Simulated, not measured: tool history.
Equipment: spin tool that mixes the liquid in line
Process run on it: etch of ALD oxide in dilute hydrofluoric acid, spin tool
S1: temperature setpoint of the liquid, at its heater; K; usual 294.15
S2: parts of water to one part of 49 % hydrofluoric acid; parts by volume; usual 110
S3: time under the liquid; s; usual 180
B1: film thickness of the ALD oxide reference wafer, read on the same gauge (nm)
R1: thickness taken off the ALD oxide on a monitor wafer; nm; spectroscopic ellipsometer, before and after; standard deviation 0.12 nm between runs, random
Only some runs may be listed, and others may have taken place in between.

run,hour,S1,S2,S3,B1,R1
1,0,294.15,110,180,70.04,22.45
2,8.3,294.15,110,180,70,22.57
3,23.2,294.15,110,180,70.02,22.4
4,38.5,294.15,125,235,70.01,25.34
5,44.9,294.15,110,180,69.98,22.44
6,56.3,294.15,110,180,69.97,22.37
7,63.4,294.15,110,180,70.01,22.31
8,72.9,294.15,110,180,70.01,22.38
9,79.6,294.15,110,180,70,22.2
10,88.9,292.65,110,210,70.01,24.55
11,101,292.65,110,210,70,24.51
12,115,294.15,130,180,70,18.36
13,129.6,294.15,110,180,70.01,22.08
14,145.9,294.15,110,180,70.02,22.27
# hour 151.3: hydrofluoric acid flow meter replaced
15,161.4,291.15,110,245,70,30.65
16,175.5,294.15,85,105,70.02,19.74
# hour 183.5: thermometer replaced
17,192.9,294.15,140,180,70.02,17.85
18,201.9,290.15,60,150,70,31.94
19,217.4,294.15,130,180,69.99,19.36
20,224.3,294.15,110,180,70.02,23.35
# hour 226.9: gauge calibrated
21,234.6,299.15,110,105,69.99,16.36
22,285.5,294.15,110,180,69.97,23.03
23,302.2,294.15,110,180,69.96,23.3
24,313,294.15,140,180,69.98,17.71
25,322.1,294.15,110,180,69.99,23.22
26,329.4,297.15,55,280,70,86.57
27,370.6,294.15,110,275,70.01,35.2
28,381.7,294.15,110,265,69.98,33.65

3 ways to go on from here, each from the tool as it stands after run 28. What would each give?
A,382.2,294.15,110,180,?,?
B,382.2,298.15,150,180,?,?
C,382.2,297.65,65,240,?,?

run,B1,R1
A,70,23.1
B,70,18.84
C,70,63.53
The same runs, with their run-to-run variation unchanged, on a tool lacking any hidden condition would have given:
run,R1
A,23.45
B,19.21
C,64.38

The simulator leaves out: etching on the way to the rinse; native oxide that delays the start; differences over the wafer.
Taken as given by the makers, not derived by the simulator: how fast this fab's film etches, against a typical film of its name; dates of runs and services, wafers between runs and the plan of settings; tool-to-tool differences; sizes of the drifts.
